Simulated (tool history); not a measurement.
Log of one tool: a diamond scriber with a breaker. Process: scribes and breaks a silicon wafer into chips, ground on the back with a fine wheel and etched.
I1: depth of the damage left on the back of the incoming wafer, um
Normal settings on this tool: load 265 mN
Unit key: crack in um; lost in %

{"run": 1, "hour": 0.0, "load": 292, "I1": 0.44, "crack": 10.97, "lost": 0.73}
{"run": 2, "hour": 88.1, "load": 265, "I1": 0.54, "crack": 9.69, "lost": 1.59}
{"run": 3, "hour": 131.2, "load": 265, "I1": 0.79, "crack": 9.6, "lost": 1.98}
{"hour": 200.4, "done": "load on the tip recalibrated"}
{"run": 4, "hour": 204.4, "load": 265, "I1": 0.66, "crack": 9.67, "lost": 2.7}
{"run": 5, "hour": 305.3, "load": 265, "I1": 0.45, "crack": 9.51, "lost": 4.05}
{"hour": 443.5, "done": "diamond tip replaced by a new one"}
{"run": 6, "hour": 509.7, "load": 209, "I1": 0.32, "crack": 8.78, "lost": 9.26}
{"run": 7, "hour": 555.7, "load": 209, "I1": 0.33, "crack": 8.58, "lost": 10}
{"run": 8, "hour": 641.5, "load": 265, "I1": 0.79, "crack": 9.78, "lost": 2.12}
{"run": 9, "hour": 695.0, "load": 265, "I1": 0.44, "crack": 9.78, "lost": 2.61}
{"run": 10, "hour": 749.3, "load": 265, "I1": 0.62, "crack": 9.59, "lost": 2.92}
{"run": 11, "hour": 795.9, "load": 289, "I1": 0.52, "crack": 10, "lost": 1.58}
{"run": 12, "hour": 859.1, "load": 265, "I1": 0.58, "crack": 9.28, "lost": 4.74}
{"hour": 899.5, "done": "load on the tip recalibrated"}
{"run": 13, "hour": 927.6, "load": 265, "I1": 0.33, "crack": 9.33, "lost": 6.66}
{"run": 14, "hour": 1025.7, "load": 265, "I1": 0.48, "crack": 8.57, "lost": 7.14}
{"hour": 1076.4, "done": "diamond tip replaced by a new one"}
{"run": 15, "hour": 1094.1, "load": 265, "I1": 0.68, "crack": 10.59, "lost": 0.77}
{"run": 16, "hour": 1198.7, "load": 265, "I1": 0.77, "crack": 10.4, "lost": 0.89}
{"run": 17, "hour": 1265.9, "load": 225, "I1": 0.65, "crack": 9.02, "lost": 6.06}
{"run": 18, "hour": 1357.6, "load": 225, "I1": 0.65, "crack": 8.87, "lost": 7.74}
{"run": 19, "hour": 1449.4, "load": 225, "I1": 0.44, "crack": 8.4, "lost": 9.94}
{"run": 20, "hour": 1489.8, "load": 265, "I1": 0.35, "crack": 9.57, "lost": 2.87}
{"hour": 1516.2, "done": "load on the tip recalibrated"}
{"run": 21, "hour": 1577.7, "load": 217, "I1": 0.42, "crack": 8.4, "lost": 15.09}
{"run": 22, "hour": 1620.1, "load": 212, "I1": 0.5, "crack": 7.82, "lost": 16.56}
{"run": 23, "hour": 1723.5, "load": 265, "I1": 0.76, "crack": 8.86, "lost": 6.75}
{"run": 24, "hour": 1773.3, "load": 265, "I1": 0.31, "crack": 8.78, "lost": 9.01}
{"hour": 1807.7, "done": "diamond tip replaced by a new one"}
{"run": 25, "hour": 1871.4, "load": 326, "I1": 0.79, "crack": 12.24, "lost": 3.3}
{"run": 26, "hour": 1959.1, "load": 242, "I1": 0.35, "crack": 9.37, "lost": 3.48}
{"run": 27, "hour": 2047.6, "load": 324, "I1": 0.35, "crack": 11.22, "lost": 1.62}
{"run": 28, "hour": 2114.9, "load": 336, "I1": 0.71, "crack": 11.36, "lost": 1.76}
{"run": 29, "hour": 2183.6, "load": 336, "I1": 0.49, "crack": 11.18, "lost": 1.39}
{"hour": 2262.8, "done": "load on the tip recalibrated"}
{"run": 30, "hour": 2290.2, "load": 316, "I1": 0.68, "crack": 10.51, "lost": 0.83}
{"run": 31, "hour": 2375.1, "load": 328, "I1": 0.63, "crack": 10.5, "lost": 0.84}
{"run": 32, "hour": 2450.5, "load": 308, "I1": 0.75, "crack": 9.72, "lost": 2.09}
{"hour": 2480.2, "done": "diamond tip replaced by a new one"}
{"run": 33, "hour": 2751.1, "load": 265, "I1": 0.78, "crack": 9.81, "lost": 2.4}
{"run": 34, "hour": 2798.2, "load": 239, "I1": 0.45, "crack": 9.06, "lost": 6.23}
{"run": 35, "hour": 2874.9, "load": 232, "I1": 0.74, "crack": 8.76, "lost": 9.72}
{"run": 36, "hour": 2969.7, "load": 323, "I1": 0.42, "crack": 10.31, "lost": 0.7}
{"hour": 2984.9, "done": "load on the tip recalibrated"}
{"run": 37, "hour": 3033.4, "load": 201, "I1": 0.56, "crack": 7.35, "lost": 23.9}
{"run": 38, "hour": 3122.9, "load": 265, "I1": 0.77, "crack": 8.86, "lost": 8.53}

Forecast run 39:
{"run": 39, "hour": 3162.0, "load": 210, "I1": 0.56, "crack": "?", "lost": "?"}

crack: 7.47 um
lost: 28.68 %
With the hidden condition absent and the run-to-run variation left alone, this run would have shown crack 9.2 um, lost 6.84 %.
